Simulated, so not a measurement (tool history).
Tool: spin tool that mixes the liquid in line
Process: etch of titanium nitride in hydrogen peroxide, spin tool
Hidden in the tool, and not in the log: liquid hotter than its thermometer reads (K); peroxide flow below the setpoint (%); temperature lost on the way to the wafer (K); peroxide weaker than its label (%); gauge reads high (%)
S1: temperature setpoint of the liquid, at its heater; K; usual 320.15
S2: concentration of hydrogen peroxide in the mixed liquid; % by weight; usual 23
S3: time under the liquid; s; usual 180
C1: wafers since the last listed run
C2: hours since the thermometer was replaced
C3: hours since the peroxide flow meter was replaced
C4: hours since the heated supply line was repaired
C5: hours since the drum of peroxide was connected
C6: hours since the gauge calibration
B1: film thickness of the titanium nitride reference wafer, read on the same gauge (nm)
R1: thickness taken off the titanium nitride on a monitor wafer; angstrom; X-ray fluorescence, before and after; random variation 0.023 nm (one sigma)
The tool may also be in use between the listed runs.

run,hour,S1,S2,S3,C1,C2,C3,C4,C5,C6,B1,R1
1,0.0,325.15,23,180,0,1070.1,506.1,2249.3,230.6,279.0,69.997,55.43
2,48.2,325.15,23,180,316,1118.3,554.3,2297.5,278.8,327.2,69.987,54.52
3,128.4,320.15,23,180,526,1198.5,634.5,2377.7,359.0,407.4,70.002,38.51
# hour 144.7: new drum of peroxide connected
4,188.4,320.15,23,255,387,1258.5,694.5,2437.7,43.7,467.4,70.000,53.83
5,271.0,320.15,23,255,542,1341.1,777.1,2520.3,126.3,550.0,70.003,53.75
6,310.7,320.15,23,255,260,1380.8,816.8,2560.0,166.0,589.7,70.003,54.12
7,368.6,320.15,23,180,380,1438.7,874.7,2617.9,223.9,647.6,70.021,38.42
8,431.5,320.15,23,180,413,1501.6,937.6,2680.8,286.8,710.5,69.990,38.35
9,507.2,320.15,23,180,497,1577.3,1013.3,2756.5,362.5,786.2,69.978,38.05
# hour 512.1: new drum of peroxide connected
10,584.6,320.15,23,180,501,1654.7,1090.7,2833.9,72.5,863.6,69.990,37.65
11,657.4,320.15,23,180,478,1727.5,1163.5,2906.7,145.3,936.4,69.983,37.98
12,724.3,310.15,23,180,439,1794.4,1230.4,2973.6,212.2,1003.3,70.031,17.65
# hour 735.7: peroxide flow meter replaced
13,764.3,327.65,23,130,256,1834.4,28.6,3013.6,252.2,1043.3,70.034,47.73
14,808.9,320.15,23,255,293,1879.0,73.2,3058.2,296.8,1087.9,70.003,54.60
15,890.5,316.15,21,225,536,1960.6,154.8,3139.8,378.4,1169.5,70.006,35.35
# hour 903.1: new drum of peroxide connected
16,961.5,320.15,23,180,459,2031.6,225.8,3210.8,58.4,1240.5,70.010,38.36
17,1000.5,320.15,23,245,256,2070.6,264.8,3249.8,97.4,1279.5,69.995,52.83
# hour 1035.7: gauge calibrated
# hour 1055.4: heated supply line repaired
18,1090.3,320.15,23,180,583,2160.4,354.6,34.9,187.2,54.6,70.015,38.06
# hour 1110.0: thermometer replaced
19,1169.8,320.15,23,180,515,59.8,434.1,114.4,266.7,134.1,70.013,38.19
20,1211.6,320.15,23,85,274,101.6,475.9,156.2,308.5,175.9,70.011,18.13
21,1259.9,325.65,23,90,317,149.9,524.2,204.5,356.8,224.2,69.994,28.59
# hour 1301.0: new drum of peroxide connected
22,1357.0,310.65,25,95,631,247.0,621.3,301.6,56.0,321.3,69.997,10.00
23,1425.9,324.65,23,235,452,315.9,690.2,370.5,124.9,390.2,69.982,69.22

Forecast each of these 4 alternatives for the next run:
A,1426.4,320.15,23,115,3,316.4,690.7,371.0,125.4,390.7,?,?
B,1426.4,327.15,25,235,3,316.4,690.7,371.0,125.4,390.7,?,?
C,1426.4,330.15,17,80,3,316.4,690.7,371.0,125.4,390.7,?,?
D,1426.4,328.65,23,180,3,316.4,690.7,371.0,125.4,390.7,?,?

run,B1,R1
A,69.976,24.19
B,69.976,83.33
C,69.976,32.21
D,69.976,69.65
Without the tool's hidden state the same runs would have given:
run,R1
A,24.57
B,84.65
C,32.71
D,70.74
